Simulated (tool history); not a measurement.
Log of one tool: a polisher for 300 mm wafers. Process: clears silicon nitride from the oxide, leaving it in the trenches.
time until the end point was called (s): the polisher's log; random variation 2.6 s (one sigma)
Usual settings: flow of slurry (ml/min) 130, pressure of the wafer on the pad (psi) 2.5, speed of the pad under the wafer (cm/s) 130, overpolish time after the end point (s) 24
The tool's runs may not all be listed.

run,hour,flow of slurry (ml/min),pressure of the wafer on the pad (psi),speed of the pad under the wafer (cm/s),overpolish time after the end point (s),wafers since the last listed run,wafers polished on this pad,hours since the slurry nozzle was cleaned,hours since the head pressure was calibrated,"incoming thickness of the incoming film, nm",time until the end point was called (s)
1,0.0,130,2.5,130,24,0,3569,439.4,382.1,144.4,150.7
# hour 13.0: worn pad replaced by a new one
2,38.5,130,2.5,130,24,263,195,477.9,420.6,147.3,140.6
3,74.3,130,2.5,130,24,273,469,513.7,456.4,146.5,133.9
4,138.2,130,2.5,130,24,488,957,577.6,520.3,144.4,138.5
# hour 173.4: slurry nozzle cleaned
5,197.6,130,2.5,130,24,446,1404,24.2,579.7,145.8,142.9
6,253.5,130,2.5,130,24,427,1831,80.1,635.6,147.0,145.0
7,306.4,130,2.5,130,24,404,2235,133.0,688.5,145.4,145.8
8,354.4,150,2.5,130,24,366,2602,181.0,736.5,146.5,141.5
# hour 414.0: worn pad replaced by a new one
9,423.5,150,2.5,130,24,497,72,250.1,805.6,144.5,132.8
10,468.9,130,2.5,130,24,347,419,295.5,851.0,144.5,135.0
11,502.4,130,2.5,130,19,256,675,329.0,884.5,147.4,145.0
12,566.2,130,2.2,130,24,487,1163,392.8,948.3,142.0,163.1
13,620.6,130,2.5,130,24,415,1579,447.2,1002.7,145.7,145.2
14,664.0,130,2.5,130,24,331,1911,490.6,1046.1,145.8,150.1
15,730.7,130,2.5,130,24,509,2421,557.3,1112.8,142.8,148.6
# hour 770.6: head pressure recalibrated
16,784.7,130,2.5,130,24,397,2818,611.3,14.1,146.5,150.0
17,813.4,130,3.2,96,24,219,3038,640.0,42.8,143.7,160.6
# hour 829.6: slurry nozzle cleaned
# hour 861.4: worn pad replaced by a new one
18,861.9,130,2.5,130,28,332,3,32.3,91.3,144.0,128.8
19,936.1,130,2.5,84,24,567,571,106.5,165.5,145.7,220.6
20,1002.3,130,2.5,130,24,506,1077,172.7,231.7,146.3,142.2
21,1045.6,130,2.5,130,19,331,1408,216.0,275.0,144.1,141.6
22,1113.1,130,2.5,130,24,516,1924,283.5,342.5,146.5,148.4
23,1146.4,155,1.8,168,30,254,2179,316.8,375.8,144.7,151.8
24,1181.9,130,2.2,170,36,271,2450,352.3,411.3,146.7,127.5
25,1241.9,130,2.5,130,24,458,2909,412.3,471.3,145.8,141.9
26,1266.1,155,2.8,106,15,185,3094,436.5,495.5,145.9,155.0
27,1332.6,170,2.5,100,24,508,3602,503.0,562.0,143.5,186.3
# hour 1376.1: worn pad replaced by a new one
28,1382.2,95,2.1,168,30,348,46,552.6,611.6,144.2,133.1
29,1427.2,160,2.5,130,24,344,390,597.6,656.6,146.4,134.6
30,1469.3,130,2.5,108,38,321,712,639.7,698.7,146.1,170.8
31,1497.0,130,2.5,172,38,211,924,667.4,726.4,146.6,109.7
32,1540.4,100,2.5,166,18,331,1256,710.8,769.8,142.1,121.6
# hour 1597.1: slurry nozzle cleaned
33,1609.2,130,2.5,130,24,518,1774,12.1,838.6,144.6,146.4
34,1677.0,130,2.5,130,24,518,2292,79.9,906.4,146.3,154.0
35,1706.7,130,2.5,130,24,227,2519,109.6,936.1,144.7,149.0
# hour 1795.0: worn pad replaced by a new one
36,1905.9,130,2.5,130,24,1492,847,308.8,1135.3,142.5,133.3
37,1953.0,115,1.8,86,17,360,1207,355.9,1182.4,148.0,308.0
38,1993.0,130,2.5,130,24,305,1513,395.9,1222.4,145.7,147.2

The same runs without the tool's hidden state, with the same run-to-run variation:
The hidden state here: removal rate lost through wear of the pad, %; slurry flow missing at the pad, %; deviation of the head's pressure from its setpoint, %.
run,time until the end point was called (s)
1,129.2
2,136.8
3,127.3
4,127.6
5,129.1
6,129.3
7,128.9
8,124.4
9,130.8
10,128.7
11,135.7
12,148.7
13,130.3
14,133.6
15,131.0
16,131.6
17,140.5
18,128.6
19,209.3
20,131.1
21,128.7
22,133.0
23,135.3
24,113.2
25,125.2
26,136.5
27,163.5
28,130.3
29,127.6
30,158.2
31,100.4
32,109.5
33,129.5
34,134.8
35,129.9
36,123.3
37,279.9
38,132.3
